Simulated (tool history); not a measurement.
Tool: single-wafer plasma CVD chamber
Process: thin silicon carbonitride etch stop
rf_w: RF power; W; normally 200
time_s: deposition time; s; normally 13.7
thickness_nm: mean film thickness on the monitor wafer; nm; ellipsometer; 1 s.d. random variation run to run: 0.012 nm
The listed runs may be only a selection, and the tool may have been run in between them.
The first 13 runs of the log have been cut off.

run     day  rf_w  time_s  wafers since the last listed run  hours since the last thermocouple change  hours since the last RF generator calibration  hours since the showerhead was replaced  hours since the gauge calibration  read-back reference wafer on the same gauge, thickness_nm  thickness_nm
     16.212  -- showerhead replaced
 14  18.958   200    13.7                              2716                                     794.1                                         1825.2                                     65.9                              107.1                                                      9.157         7.856
 15  19.479   200    13.7                               360                                     806.6                                         1837.7                                     78.4                              119.6                                                      9.161         7.852
 16  20.492   200    13.7                               701                                     830.9                                         1862.0                                    102.7                              143.9                                                      9.163         7.833
 17  21.292   200    13.7                               554                                     850.1                                         1881.2                                    121.9                              163.1                                                      9.159         7.833
 18  22.175   200    16.0                               611                                     871.3                                         1902.4                                    143.1                              184.3                                                      9.160         9.179
     23.692  -- RF generator calibrated
 19  23.712   200    13.7                               834                                     908.2                                            0.5                                    180.0                              221.2                                                      9.160         8.080
 20  25.071   220    11.5                               941                                     940.8                                           33.1                                    212.6                              253.8                                                      9.159         7.021
 21  26.171   200    11.3                               762                                     967.2                                           59.5                                    239.0                              280.2                                                      9.159         6.646
 22  26.788   175    12.7                               427                                     982.0                                           74.3                                    253.8                              295.0                                                      9.162         7.064
 23  30.779   200    16.0                              2765                                    1077.8                                          170.1                                    349.6                              390.8                                                      9.161         9.372
 24  32.021   225    11.3                               860                                    1107.6                                          199.9                                    379.4                              420.6                                                      9.159         6.932
 25  32.667   235    14.7                               447                                    1123.1                                          215.4                                    394.9                              436.1                                                      9.161         9.180
     33.171  -- thermocouple changed; heater temperature recalibrated
 26  33.550   220    13.7                               381                                       9.1                                          236.6                                    416.1                              457.3                                                      9.160         8.323
 27  34.054   200    11.0                               349                                      21.2                                          248.7                                    428.2                              469.4                                                      9.162         6.445
 28  35.012   220    12.0                               663                                      44.2                                          271.7                                    451.2                              492.4                                                      9.161         7.298
 29  35.875   235    13.7                               597                                      64.9                                          292.4                                    471.9                              513.1                                                      9.158         8.539
 30  37.108   200    13.7                               854                                      94.5                                          322.0                                    501.5                              542.7                                                      9.159         7.993
 31  38.129   200    13.7                               707                                     119.0                                          346.5                                    526.0                              567.2                                                      9.157         8.000
 32  39.283   225    16.2                               799                                     146.7                                          374.2                                    553.7                              594.9                                                      9.161         9.933
 33  40.688   175    11.4                               972                                     180.4                                          407.9                                    587.4                              628.6                                                      9.158         6.317
 34  42.046   200    16.4                               941                                     213.0                                          440.5                                    620.0                              661.2                                                      9.160         9.556
 35  43.388   200    14.6                               929                                     245.2                                          472.7                                    652.2                              693.4                                                      9.159         8.521
 36  44.058   200    11.7                               464                                     261.3                                          488.8                                    668.3                              709.5                                                      9.159         6.847
 37  45.246   200    13.7                               822                                     289.8                                          517.3                                    696.8                              738.0                                                      9.159         7.972

Here are 3 independent what-if runs from the current tool condition. What would each one return?
  A  45.262   175    13.7                                11                                     290.2                                          517.7                                    697.2                              738.4                                                          ?             ?
  B  45.262   190    11.8                                11                                     290.2                                          517.7                                    697.2                              738.4                                                          ?             ?
  C  45.262   220    16.4                                11                                     290.2                                          517.7                                    697.2                              738.4                                                          ?             ?

run  read-back reference wafer on the same gauge, thickness_nm  thickness_nm
  A                                                      9.161         7.558
  B                                                      9.161         6.733
  C                                                      9.161         9.914
Without the tool's hidden state the same runs would have given:
run  thickness_nm
  A         7.654
  B         6.819
  C        10.040
